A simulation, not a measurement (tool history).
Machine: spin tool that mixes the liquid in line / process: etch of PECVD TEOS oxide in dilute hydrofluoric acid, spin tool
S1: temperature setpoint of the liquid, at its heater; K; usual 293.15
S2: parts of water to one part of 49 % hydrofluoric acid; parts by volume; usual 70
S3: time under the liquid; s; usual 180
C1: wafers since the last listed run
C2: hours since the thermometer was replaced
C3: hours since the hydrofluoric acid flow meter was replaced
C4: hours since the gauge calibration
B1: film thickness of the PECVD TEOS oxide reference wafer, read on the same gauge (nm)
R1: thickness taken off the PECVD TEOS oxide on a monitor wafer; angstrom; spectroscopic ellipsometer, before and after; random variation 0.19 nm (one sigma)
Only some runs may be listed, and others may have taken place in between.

run 1 hour=0 | S1=293.15 S2=70 S3=180 | C1=0 C2=754.6 C3=640.7 C4=584.3 | B1=90 | R1=406.6
run 2 hour=33 | S1=293.15 S2=70 S3=180 | C1=224 C2=787.6 C3=673.7 C4=617.3 | B1=90.01 | R1=405.9
run 3 hour=103.4 | S1=293.15 S2=70 S3=180 | C1=479 C2=858 C3=744.1 C4=687.7 | B1=89.98 | R1=409.5
run 4 hour=139.9 | S1=293.15 S2=70 S3=220 | C1=248 C2=894.5 C3=780.6 C4=724.2 | B1=90.04 | R1=499.1
run 5 hour=199.5 | S1=293.15 S2=70 S3=180 | C1=406 C2=954.1 C3=840.2 C4=783.8 | B1=90.01 | R1=404.5
run 6 hour=236.4 | S1=293.15 S2=70 S3=180 | C1=251 C2=991 C3=877.1 C4=820.7 | B1=90 | R1=405
run 7 hour=284.6 | S1=293.15 S2=70 S3=180 | C1=328 C2=1039.2 C3=925.3 C4=868.9 | B1=89.98 | R1=407
run 8 hour=339.6 | S1=293.15 S2=70 S3=180 | C1=374 C2=1094.2 C3=980.3 C4=923.9 | B1=90.02 | R1=406.2
run 9 hour=386.4 | S1=293.15 S2=70 S3=180 | C1=318 C2=1141 C3=1027.1 C4=970.7 | B1=90.03 | R1=406
run 10 hour=443.7 | S1=293.15 S2=85 S3=180 | C1=390 C2=1198.3 C3=1084.4 C4=1028 | B1=90 | R1=327.2
run 11 hour=471.8 | S1=293.15 S2=85 S3=180 | C1=191 C2=1226.4 C3=1112.5 C4=1056.1 | B1=90.02 | R1=330.3
run 12 hour=535.1 | S1=293.15 S2=50 S3=180 | C1=431 C2=1289.7 C3=1175.8 C4=1119.4 | B1=89.97 | R1=586.3
run 13 hour=589.3 | S1=293.15 S2=50 S3=180 | C1=369 C2=1343.9 C3=1230 C4=1173.6 | B1=90.02 | R1=583
run 14 hour=617.3 | S1=296.65 S2=70 S3=180 | C1=190 C2=1371.9 C3=1258 C4=1201.6 | B1=89.99 | R1=470.7
run 15 hour=687 | S1=296.65 S2=70 S3=180 | C1=474 C2=1441.6 C3=1327.7 C4=1271.3 | B1=90 | R1=471.4
run 16 hour=725.1 | S1=295.15 S2=70 S3=180 | C1=259 C2=1479.7 C3=1365.8 C4=1309.4 | B1=90.02 | R1=438.2
-- hour=772.3 hydrofluoric acid flow meter replaced
run 17 hour=793.2 | S1=295.15 S2=70 S3=180 | C1=457 C2=1547.8 C3=20.9 C4=1377.5 | B1=90 | R1=442.7
-- hour=804.8 gauge calibrated
run 18 hour=857.8 | S1=293.15 S2=50 S3=145 | C1=440 C2=1612.4 C3=85.5 C4=53 | B1=90 | R1=470.4

For run 19, what comes out?
run 19 hour=899.9 | S1=295.15 S2=60 S3=225 | C1=286 C2=1654.5 C3=127.6 C4=95.1 | B1=? | R1=?

B1: 90
R1: 651 angstrom
If the tool had no hidden condition, the same run with the same run-to-run variation would have returned R1 651 angstrom.

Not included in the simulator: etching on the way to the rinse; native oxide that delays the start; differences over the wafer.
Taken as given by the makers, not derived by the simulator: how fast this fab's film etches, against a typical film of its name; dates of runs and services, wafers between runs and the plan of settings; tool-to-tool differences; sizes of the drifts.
